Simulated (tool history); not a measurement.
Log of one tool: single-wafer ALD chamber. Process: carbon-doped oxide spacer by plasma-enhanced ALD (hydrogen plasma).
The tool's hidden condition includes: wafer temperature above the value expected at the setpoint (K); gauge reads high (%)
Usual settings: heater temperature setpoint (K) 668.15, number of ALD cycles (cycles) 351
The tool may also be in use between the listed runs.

run   hour  heater temperature setpoint (K)  number of ALD cycles (cycles)  wafers since the last listed run  hours since the last thermocouple change  hours since the gauge calibration  read-back reference wafer on the same gauge, thickness_nm  mean film thickness on the monitor wafer (angstrom)
  1      0                           668.15                            366                                 0                                     642.3                              242.6                                                     13.797                                               171.04
  2   12.8                           668.15                            366                                17                                     655.1                              255.4                                                     13.804                                               171.04
  3   55.7                           668.15                            366                                59                                       698                              298.3                                                     13.805                                                170.5
  4   67.8                           677.15                            315                                16                                     710.1                              310.4                                                     13.796                                               145.93
  5   81.8                           677.15                            315                                19                                     724.1                              324.4                                                     13.815                                               145.69
  6   95.6                           677.15                            315                                19                                     737.9                              338.2                                                     13.799                                                146.4
  7  111.4                           676.15                            381                                21                                     753.7                                354                                                       13.8                                               177.63
  8  126.5                           676.15                            381                                20                                     768.8                              369.1                                                     13.799                                               177.53
  9  141.2                           668.15                            351                                20                                     783.5                              383.8                                                     13.789                                               164.51
 10  152.7                           668.15                            351                                15                                       795                              395.3                                                     13.797                                               163.18
 11  166.4                           668.15                            335                                19                                     808.7                                409                                                     13.805                                               156.68
 12  175.8                           668.15                            335                                13                                     818.1                              418.4                                                      13.81                                               156.64
 13  191.9                           668.15                            351                                22                                     834.2                              434.5                                                     13.804                                               163.84
 14  209.7                           668.15                            351                                24                                       852                              452.3                                                     13.795                                               164.68
 15  223.9                           668.15                            351                                19                                     866.2                              466.5                                                     13.807                                               163.78
 16  231.5                           668.15                            351                                10                                     873.8                              474.1                                                     13.791                                               164.28
 17  246.4                           668.15                            351                                20                                     888.7                                489                                                     13.794                                               164.19
     264.4  -- gauge calibrated
     266.9  -- thermocouple changed; heater temperature recalibrated
 18  270.3                           668.15                            351                                22                                       3.4                                5.9                                                     13.797                                                164.5
 19  277.4                           668.15                            351                                 9                                      10.5                                 13                                                     13.798                                                164.3
 20  290.8                           668.15                            398                                18                                      23.9                               26.4                                                     13.796                                               186.14
 21  297.7                           663.15                            407                                 9                                      30.8                               33.3                                                     13.811                                               189.74
 22    307                           654.15                            369                                12                                      40.1                               42.6                                                     13.805                                               173.02
 23  315.1                           653.15                            401                                11                                      48.2                               50.7                                                     13.803                                               188.61
 24  323.6                           675.15                            384                                11                                      56.7                               59.2                                                     13.804                                               178.31
 25  339.2                           659.15                            389                                21                                      72.3                               74.8                                                     13.798                                               181.89
 26  346.5                           668.15                            383                                10                                      79.6                               82.1                                                     13.803                                               178.27
 27  361.5                           668.15                            351                                20                                      94.6                               97.1                                                     13.802                                               163.27
 28  368.7                           682.15                            407                                10                                     101.8                              104.3                                                     13.801                                               184.56
 29  384.6                           664.15                            375                                22                                     117.7                              120.2                                                       13.8                                               174.92
 30    399                           674.15                            303                                20                                     132.1                              134.6                                                     13.797                                               141.38
 31    409                           677.15                            315                                13                                     142.1                              144.6                                                      13.79                                               145.88
 32  428.2                           668.15                            419                                26                                     161.3                              163.8                                                     13.798                                               194.29
 33    443                           659.15                            384                                20                                     176.1                              178.6                                                     13.795                                               180.07
 34  456.6                           668.15                            351                                18                                     189.7                              192.2                                                     13.809                                               164.14
 35  464.2                           668.15                            351                                10                                     197.3                              199.8                                                       13.8                                               163.59
 36  472.2                           674.15                            303                                11                                     205.3                              207.8                                                     13.802                                               141.36
 37  480.8                           682.15                            302                                11                                     213.9                              216.4                                                     13.804                                                138.4
 38  492.4                           663.15                            351                                16                                     225.5                                228                                                     13.803                                               164.69
 39  504.7                           681.15                            417                                17                                     237.8                              240.3                                                     13.811                                               191.35
 40  511.5                           664.15                            351                                 9                                     244.6                              247.1                                                     13.804                                               164.54
 41  519.9                           668.15                            351                                11                                       253                              255.5                                                     13.789                                               163.54

Hidden state at the last listed run before each entry between runs and at the first one after, where it differs:
From run 17 to run 18: gauge calibrated (hour 264.4); thermocouple changed; heater temperature recalibrated (hour 266.9)
  no difference in the tool's unlogged condition between these two runs

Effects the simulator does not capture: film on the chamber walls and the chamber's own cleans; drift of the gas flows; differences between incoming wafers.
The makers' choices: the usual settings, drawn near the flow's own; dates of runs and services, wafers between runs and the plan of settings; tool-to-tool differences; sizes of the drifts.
